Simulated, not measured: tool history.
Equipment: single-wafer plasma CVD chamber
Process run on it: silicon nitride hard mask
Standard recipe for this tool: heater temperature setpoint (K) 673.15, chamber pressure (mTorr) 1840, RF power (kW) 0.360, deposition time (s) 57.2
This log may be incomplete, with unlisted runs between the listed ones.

run   hour  heater temperature setpoint (K)  chamber pressure (mTorr)  RF power (kW)  deposition time (s)  read-back reference wafer on the same gauge, thickness_nm  mean film thickness on the monitor wafer (Å)
  1    0.0                           673.15                      1840          0.360                 60.4                                                     81.178                                        818.45
  2   28.9                           673.15                      1840          0.360                 60.4                                                     81.225                                        820.13
  3   46.8                           673.15                      1840          0.360                 49.2                                                     81.248                                        670.69
  4   61.8                           673.15                      1840          0.360                 49.2                                                     81.206                                        664.83
  5   73.9                           673.15                      1840          0.360                 49.2                                                     81.260                                        662.23
  6  100.8                           673.15                      1840          0.360                 57.2                                                     81.237                                        771.16
  7  114.6                           677.15                      1840          0.400                 57.2                                                     81.270                                        806.73
  8  135.0                           673.15                      1840          0.360                 57.2                                                     81.173                                        771.05
  9  168.3                           673.15                      1840          0.360                 57.2                                                     81.225                                        771.64
 10  200.1                           673.15                      1840          0.360                 57.2                                                     81.209                                        770.42
 11  232.0                           673.15                      2020          0.405                 57.2                                                     81.211                                        842.25
     269.6  -- capacitance manometer re-zeroed and calibrated
 12  270.1                           673.15                      1840          0.310                 57.2                                                     81.244                                        716.51
     286.2  -- showerhead replaced
 13  293.8                           667.15                      1840          0.360                 64.6                                                     81.142                                        868.14
 14  320.0                           673.15                      1840          0.360                 49.0                                                     81.234                                        660.48
 15  336.6                           673.15                      1840          0.360                 57.2                                                     81.199                                        771.01
 16  359.8                           682.15                      2210          0.390                 57.2                                                     81.259                                        835.27
     385.8  -- gauge calibrated
 17  389.5                           673.15                      1840          0.360                 65.9                                                     81.242                                        892.98
     401.2  -- thermocouple changed; heater temperature recalibrated
 18  404.5                           673.15                      1840          0.360                 64.9                                                     81.117                                        878.43
     433.0  -- RF generator calibrated
 19  434.7                           673.15                      1840          0.360                 57.2                                                     81.094                                        797.48
 20  467.2                           673.15                      1840          0.360                 49.2                                                     81.174                                        682.55
 21  479.7                           659.15                      1840          0.325                 57.2                                                     81.136                                        751.71
 22  513.3                           673.15                      1840          0.360                 57.2                                                     81.143                                        785.36
 23  540.4                           664.15                      1840          0.340                 53.4                                                     81.152                                        717.59
 24  613.9                           660.15                      2050          0.390                 57.2                                                     81.171                                        843.87
 25  647.0                           673.15                      1840          0.360                 57.2                                                     81.154                                        779.11
 26  681.1                           686.15                      1570          0.295                 57.2                                                     81.174                                        670.98
 27  697.7                           659.15                      1840          0.325                 57.2                                                     81.201                                        746.55
 28  714.3                           659.15                      1840          0.425                 57.2                                                     81.171                                        843.98
 29  736.1                           687.15                      2240          0.360                 57.2                                                     81.212                                        814.64

Alternative continuations, all from the tool just after run 29; predict every row:
  A  736.5                           673.15                      1840          0.360                 57.2                                                          ?                                             ?
  B  736.5                           661.15                      2250          0.415                 57.2                                                          ?                                             ?
  C  736.5                           673.15                      2010          0.360                 49.5                                                          ?                                             ?
  D  736.5                           662.15                      1990          0.400                 46.0                                                          ?                                             ?

run  read-back reference wafer on the same gauge, thickness_nm  mean film thickness on the monitor wafer (Å)
  A                                                     81.247                                        776.19
  B                                                     81.247                                        883.31
  C                                                     81.247                                        688.43
  D                                                     81.247                                        675.31
Stripped of hidden state, with their random variation kept, the same runs would have yielded:
run  mean film thickness on the monitor wafer (Å)
  A                                        800.46
  B                                        909.56
  C                                        709.96
  D                                        696.32

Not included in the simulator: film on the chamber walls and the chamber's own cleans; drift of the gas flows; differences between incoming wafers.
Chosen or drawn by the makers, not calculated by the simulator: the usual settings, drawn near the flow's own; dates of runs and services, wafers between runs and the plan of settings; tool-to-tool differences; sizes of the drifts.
